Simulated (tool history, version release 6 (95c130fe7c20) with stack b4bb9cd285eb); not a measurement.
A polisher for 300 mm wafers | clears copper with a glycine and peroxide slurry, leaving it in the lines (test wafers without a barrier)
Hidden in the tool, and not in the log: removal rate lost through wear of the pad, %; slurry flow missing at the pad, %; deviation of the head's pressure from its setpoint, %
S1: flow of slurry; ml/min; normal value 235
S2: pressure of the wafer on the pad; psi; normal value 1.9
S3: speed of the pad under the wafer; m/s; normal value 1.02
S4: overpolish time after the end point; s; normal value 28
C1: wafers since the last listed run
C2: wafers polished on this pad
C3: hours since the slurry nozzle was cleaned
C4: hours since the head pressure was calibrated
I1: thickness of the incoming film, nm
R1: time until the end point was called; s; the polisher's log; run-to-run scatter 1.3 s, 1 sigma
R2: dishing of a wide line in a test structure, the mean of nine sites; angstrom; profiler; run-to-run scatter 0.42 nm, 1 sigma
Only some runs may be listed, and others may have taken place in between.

run 1 hour=0.0 | S1=270 S2=1.9 S3=1.02 S4=24 | C1=0 C2=1268 C3=93.0 C4=266.8 | I1=442.2 | R1=95.9 R2=309
run 2 hour=45.7 | S1=235 S2=2.3 S3=1.02 S4=28 | C1=347 C2=1615 C3=138.7 C4=312.5 | I1=436.1 | R1=82.9 R2=325
run 3 hour=111.5 | S1=235 S2=2.3 S3=1.02 S4=28 | C1=500 C2=2115 C3=204.5 C4=378.3 | I1=440.4 | R1=83.7 R2=322
run 4 hour=215.1 | S1=235 S2=1.5 S3=0.94 S4=28 | C1=787 C2=2903 C3=308.1 C4=481.9 | I1=440.8 | R1=129.1 R2=313
-- hour=240.8 head pressure recalibrated
run 5 hour=255.4 | S1=235 S2=1.5 S3=0.94 S4=28 | C1=291 C2=3194 C3=348.4 C4=14.6 | I1=436.5 | R1=110.7 R2=321
run 6 hour=321.1 | S1=235 S2=1.5 S3=0.94 S4=28 | C1=499 C2=3694 C3=414.1 C4=80.3 | I1=439.0 | R1=112.0 R2=319
-- hour=348.0 worn pad replaced by a new one
run 7 hour=398.5 | S1=235 S2=1.9 S3=1.02 S4=28 | C1=558 C2=383 C3=491.5 C4=157.7 | I1=438.3 | R1=89.9 R2=328
run 8 hour=440.2 | S1=235 S2=1.9 S3=1.02 S4=28 | C1=317 C2=700 C3=533.2 C4=199.4 | I1=444.4 | R1=90.2 R2=319
run 9 hour=478.7 | S1=235 S2=1.9 S3=1.16 S4=28 | C1=292 C2=993 C3=571.7 C4=237.9 | I1=439.2 | R1=79.8 R2=324
run 10 hour=586.4 | S1=235 S2=1.9 S3=1.16 S4=28 | C1=818 C2=1812 C3=679.4 C4=345.6 | I1=432.9 | R1=79.3 R2=317
-- hour=624.0 head pressure recalibrated, repeated, since the last time left the tool worse
run 11 hour=624.5 | S1=235 S2=1.9 S3=1.16 S4=28 | C1=274 C2=2086 C3=717.5 C4=0.5 | I1=437.8 | R1=86.6 R2=320
-- hour=625.8 slurry nozzle cleaned
run 12 hour=729.3 | S1=235 S2=1.9 S3=1.02 S4=28 | C1=789 C2=2876 C3=103.5 C4=105.3 | I1=443.8 | R1=97.9 R2=317
run 13 hour=773.1 | S1=235 S2=1.9 S3=1.02 S4=28 | C1=333 C2=3209 C3=147.3 C4=149.1 | I1=435.2 | R1=91.8 R2=330
run 14 hour=870.3 | S1=235 S2=1.9 S3=1.02 S4=28 | C1=739 C2=3948 C3=244.5 C4=246.3 | I1=444.9 | R1=95.4 R2=329
run 15 hour=948.4 | S1=235 S2=1.9 S3=1.02 S4=28 | C1=593 C2=4541 C3=322.6 C4=324.4 | I1=439.3 | R1=98.1 R2=322
-- hour=970.9 worn pad replaced by a new one
run 16 hour=994.7 | S1=235 S2=1.9 S3=1.02 S4=28 | C1=321 C2=180 C3=368.9 C4=370.7 | I1=434.2 | R1=96.8 R2=326
run 17 hour=1050.9 | S1=235 S2=1.9 S3=1.02 S4=28 | C1=427 C2=608 C3=425.1 C4=426.9 | I1=435.3 | R1=96.2 R2=323
run 18 hour=1139.9 | S1=160 S2=1.9 S3=1.14 S4=28 | C1=676 C2=1284 C3=514.1 C4=515.9 | I1=436.7 | R1=94.3 R2=313
-- hour=1245.3 slurry nozzle cleaned
-- hour=1278.9 head pressure recalibrated
run 19 hour=1404.0 | S1=235 S2=1.9 S3=1.16 S4=28 | C1=1985 C2=3270 C3=158.7 C4=125.1 | I1=442.8 | R1=88.6 R2=321
run 20 hour=1489.4 | S1=235 S2=2.5 S3=1.02 S4=28 | C1=649 C2=3919 C3=244.1 C4=210.5 | I1=440.3 | R1=77.8 R2=324
-- hour=1516.8 worn pad replaced by a new one
run 21 hour=1588.6 | S1=215 S2=1.9 S3=1.14 S4=42 | C1=723 C2=546 C3=343.3 C4=309.7 | I1=439.7 | R1=91.3 R2=332
run 22 hour=1676.5 | S1=235 S2=2.4 S3=1.02 S4=28 | C1=668 C2=1214 C3=431.2 C4=397.6 | I1=436.3 | R1=80.2 R2=320
run 23 hour=1771.9 | S1=235 S2=1.6 S3=0.90 S4=35 | C1=725 C2=1939 C3=526.6 C4=493.0 | I1=440.0 | R1=126.6 R2=342
-- hour=1798.4 head pressure recalibrated
run 24 hour=1858.5 | S1=200 S2=1.9 S3=1.02 S4=43 | C1=643 C2=2583 C3=613.2 C4=60.1 | I1=439.4 | R1=99.2 R2=337
run 25 hour=1921.0 | S1=235 S2=1.9 S3=1.02 S4=28 | C1=475 C2=3058 C3=675.7 C4=122.6 | I1=442.6 | R1=97.3 R2=325
run 26 hour=1987.5 | S1=270 S2=1.9 S3=1.02 S4=24 | C1=505 C2=3564 C3=742.2 C4=189.1 | I1=438.1 | R1=95.2 R2=315
-- hour=2007.8 slurry nozzle cleaned
-- hour=2041.8 worn pad replaced by a new one
run 27 hour=2072.2 | S1=280 S2=1.9 S3=0.78 S4=15 | C1=605 C2=231 C3=64.4 C4=273.8 | I1=439.1 | R1=120.3 R2=256
run 28 hour=2113.0 | S1=235 S2=1.9 S3=1.02 S4=28 | C1=310 C2=541 C3=105.2 C4=314.6 | I1=439.9 | R1=99.0 R2=325
run 29 hour=2201.2 | S1=235 S2=1.9 S3=1.02 S4=28 | C1=670 C2=1211 C3=193.4 C4=402.8 | I1=439.6 | R1=99.8 R2=322
run 30 hour=2285.2 | S1=235 S2=1.9 S3=1.02 S4=28 | C1=638 C2=1850 C3=277.4 C4=486.8 | I1=433.7 | R1=100.1 R2=326
run 31 hour=2339.5 | S1=165 S2=2.6 S3=1.02 S4=42 | C1=412 C2=2263 C3=331.7 C4=541.1 | I1=442.8 | R1=85.3 R2=327
run 32 hour=2424.2 | S1=270 S2=1.9 S3=1.36 S4=41 | C1=644 C2=2907 C3=416.4 C4=625.8 | I1=442.9 | R1=82.9 R2=324
-- hour=2467.2 head pressure recalibrated
run 33 hour=2526.2 | S1=175 S2=1.6 S3=1.02 S4=28 | C1=760 C2=3667 C3=518.4 C4=59.0 | I1=446.2 | R1=112.3 R2=314
run 34 hour=2598.9 | S1=235 S2=1.9 S3=0.70 S4=28 | C1=552 C2=4220 C3=591.1 C4=131.7 | I1=434.7 | R1=122.2 R2=331
run 35 hour=2687.4 | S1=180 S2=1.9 S3=1.02 S4=42 | C1=672 C2=4893 C3=679.6 C4=220.2 | I1=435.0 | R1=98.8 R2=336

Below are 3 alternative next runs, each starting from the tool's condition after run 35. Predict each:
run A hour=2687.9 | S1=235 S2=1.9 S3=1.02 S4=28 | C1=3 C2=4897 C3=680.1 C4=220.7 | I1=442.8 | R1=? R2=?
run B hour=2687.9 | S1=275 S2=1.7 S3=1.02 S4=16 | C1=3 C2=4897 C3=680.1 C4=220.7 | I1=442.8 | R1=? R2=?
run C hour=2687.9 | S1=270 S2=2.5 S3=0.74 S4=18 | C1=3 C2=4897 C3=680.1 C4=220.7 | I1=442.8 | R1=? R2=?

run=A R1=96.2 R2=322
run=B R1=102.8 R2=269
run=C R1=98.1 R2=290
With no hidden state in the tool, these same runs would have given:
run=A R1=96.3 R2=322
run=B R1=102.9 R2=269
run=C R1=98.2 R2=290
